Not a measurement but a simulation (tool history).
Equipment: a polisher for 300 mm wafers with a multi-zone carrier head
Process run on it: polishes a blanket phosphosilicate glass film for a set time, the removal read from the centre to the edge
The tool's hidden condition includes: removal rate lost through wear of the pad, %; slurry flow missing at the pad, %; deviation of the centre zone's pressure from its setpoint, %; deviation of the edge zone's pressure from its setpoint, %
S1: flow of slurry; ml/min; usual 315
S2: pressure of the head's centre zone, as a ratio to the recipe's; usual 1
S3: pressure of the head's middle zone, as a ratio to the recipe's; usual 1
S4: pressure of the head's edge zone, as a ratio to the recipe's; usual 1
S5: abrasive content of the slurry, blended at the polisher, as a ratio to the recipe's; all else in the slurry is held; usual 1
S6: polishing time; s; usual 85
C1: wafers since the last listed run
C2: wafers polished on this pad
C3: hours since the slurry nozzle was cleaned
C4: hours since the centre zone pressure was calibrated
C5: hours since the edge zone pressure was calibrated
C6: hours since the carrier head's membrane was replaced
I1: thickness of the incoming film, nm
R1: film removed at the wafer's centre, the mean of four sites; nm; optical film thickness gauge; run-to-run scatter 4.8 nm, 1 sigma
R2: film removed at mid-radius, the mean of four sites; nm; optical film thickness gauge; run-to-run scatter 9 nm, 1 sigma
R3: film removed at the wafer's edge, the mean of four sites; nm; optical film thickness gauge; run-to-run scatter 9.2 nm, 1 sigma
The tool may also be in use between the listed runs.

{"run": 1, "hour": 0.0, "S1": 315, "S2": 1.06, "S3": 1, "S4": 0.95, "S5": 1, "S6": 85, "C1": 0, "C2": 834, "C3": 3.2, "C4": 99, "C5": 1083.4, "C6": 1277.7, "I1": 3505.3, "R1": 789.8, "R2": 763.1, "R3": 755}
{"hour": 12.4, "done": "carrier head's membrane replaced by a new one"}
{"run": 2, "hour": 34.5, "S1": 315, "S2": 1, "S3": 1, "S4": 1, "S5": 1, "S6": 85, "C1": 228, "C2": 1062, "C3": 37.7, "C4": 133.5, "C5": 1117.9, "C6": 22.1, "I1": 3426.3, "R1": 742.9, "R2": 748.9, "R3": 769.4}
{"run": 3, "hour": 79.1, "S1": 315, "S2": 1, "S3": 1, "S4": 1, "S5": 1, "S6": 85, "C1": 345, "C2": 1408, "C3": 82.3, "C4": 178.1, "C5": 1162.5, "C6": 66.7, "I1": 3489.2, "R1": 737.4, "R2": 758.5, "R3": 781.1}
{"run": 4, "hour": 139.7, "S1": 380, "S2": 1.09, "S3": 1, "S4": 0.91, "S5": 1, "S6": 85, "C1": 469, "C2": 1877, "C3": 142.9, "C4": 238.7, "C5": 1223.1, "C6": 127.3, "I1": 3465.8, "R1": 820.2, "R2": 766.8, "R3": 757.9}
{"run": 5, "hour": 166.1, "S1": 315, "S2": 1, "S3": 1, "S4": 1, "S5": 1, "S6": 85, "C1": 204, "C2": 2081, "C3": 169.3, "C4": 265.1, "C5": 1249.5, "C6": 153.7, "I1": 3506.6, "R1": 728.6, "R2": 767.7, "R3": 772.6}
{"run": 6, "hour": 196.2, "S1": 365, "S2": 1.1, "S3": 1, "S4": 1, "S5": 1, "S6": 85, "C1": 233, "C2": 2314, "C3": 199.4, "C4": 295.2, "C5": 1279.6, "C6": 183.8, "I1": 3389.6, "R1": 821.9, "R2": 783.6, "R3": 777.1}
{"hour": 199.9, "done": "edge zone pressure recalibrated"}
{"run": 7, "hour": 243.3, "S1": 315, "S2": 1, "S3": 1, "S4": 1, "S5": 1, "S6": 85, "C1": 349, "C2": 2664, "C3": 246.5, "C4": 342.3, "C5": 43.4, "C6": 230.9, "I1": 3435.6, "R1": 744.6, "R2": 735.2, "R3": 766.1}
{"hour": 266.9, "done": "worn pad replaced by a new one"}
{"run": 8, "hour": 325.7, "S1": 315, "S2": 1, "S3": 1, "S4": 1, "S5": 1, "S6": 85, "C1": 607, "C2": 455, "C3": 328.9, "C4": 424.7, "C5": 125.8, "C6": 313.3, "I1": 3452.4, "R1": 738.9, "R2": 753.6, "R3": 766.9}
{"run": 9, "hour": 387.9, "S1": 315, "S2": 1, "S3": 1.12, "S4": 0.94, "S5": 1.1, "S6": 85, "C1": 481, "C2": 936, "C3": 391.1, "C4": 486.9, "C5": 188, "C6": 375.5, "I1": 3504.4, "R1": 768.2, "R2": 848.2, "R3": 763.2}
{"run": 10, "hour": 449.3, "S1": 260, "S2": 1.1, "S3": 1, "S4": 1, "S5": 1, "S6": 85, "C1": 475, "C2": 1412, "C3": 452.5, "C4": 548.3, "C5": 249.4, "C6": 436.9, "I1": 3470.1, "R1": 796.7, "R2": 714.1, "R3": 766.5}
{"run": 11, "hour": 505.5, "S1": 210, "S2": 0.96, "S3": 0.89, "S4": 1, "S5": 1, "S6": 105, "C1": 435, "C2": 1847, "C3": 508.7, "C4": 604.5, "C5": 305.6, "C6": 493.1, "I1": 3418.4, "R1": 818.2, "R2": 767, "R3": 897.1}
{"run": 12, "hour": 572.1, "S1": 315, "S2": 1, "S3": 1, "S4": 1, "S5": 1, "S6": 85, "C1": 515, "C2": 2363, "C3": 575.3, "C4": 671.1, "C5": 372.2, "C6": 559.7, "I1": 3466.6, "R1": 727.8, "R2": 723.4, "R3": 760.4}
{"hour": 631.5, "done": "centre zone pressure recalibrated"}
{"run": 13, "hour": 636.6, "S1": 315, "S2": 1, "S3": 1, "S4": 1, "S5": 1, "S6": 85, "C1": 483, "C2": 2846, "C3": 639.8, "C4": 5.1, "C5": 436.7, "C6": 624.2, "I1": 3471, "R1": 689.8, "R2": 711.7, "R3": 727.7}
{"hour": 641.0, "done": "worn pad replaced by a new one"}
{"hour": 679.4, "done": "slurry nozzle cleaned"}
{"run": 14, "hour": 691.0, "S1": 315, "S2": 0.89, "S3": 0.91, "S4": 1, "S5": 1, "S6": 85, "C1": 382, "C2": 379, "C3": 11.6, "C4": 59.5, "C5": 491.1, "C6": 678.6, "I1": 3394.2, "R1": 656.3, "R2": 702, "R3": 776.9}

What will run 15 give?
{"run": 15, "hour": 735.8, "S1": 315, "S2": 1, "S3": 1, "S4": 1, "S5": 1, "S6": 85, "C1": 346, "C2": 725, "C3": 56.4, "C4": 104.3, "C5": 535.9, "C6": 723.4, "I1": 3420.1, "R1": "?", "R2": "?", "R3": "?"}

Logged for run 15: R1 755.7 nm, R2 755.9 nm, R3 756.6 nm.
With no hidden state in the tool, this same run would have given R1 756.6 nm, R2 758.8 nm, R3 758.9 nm.
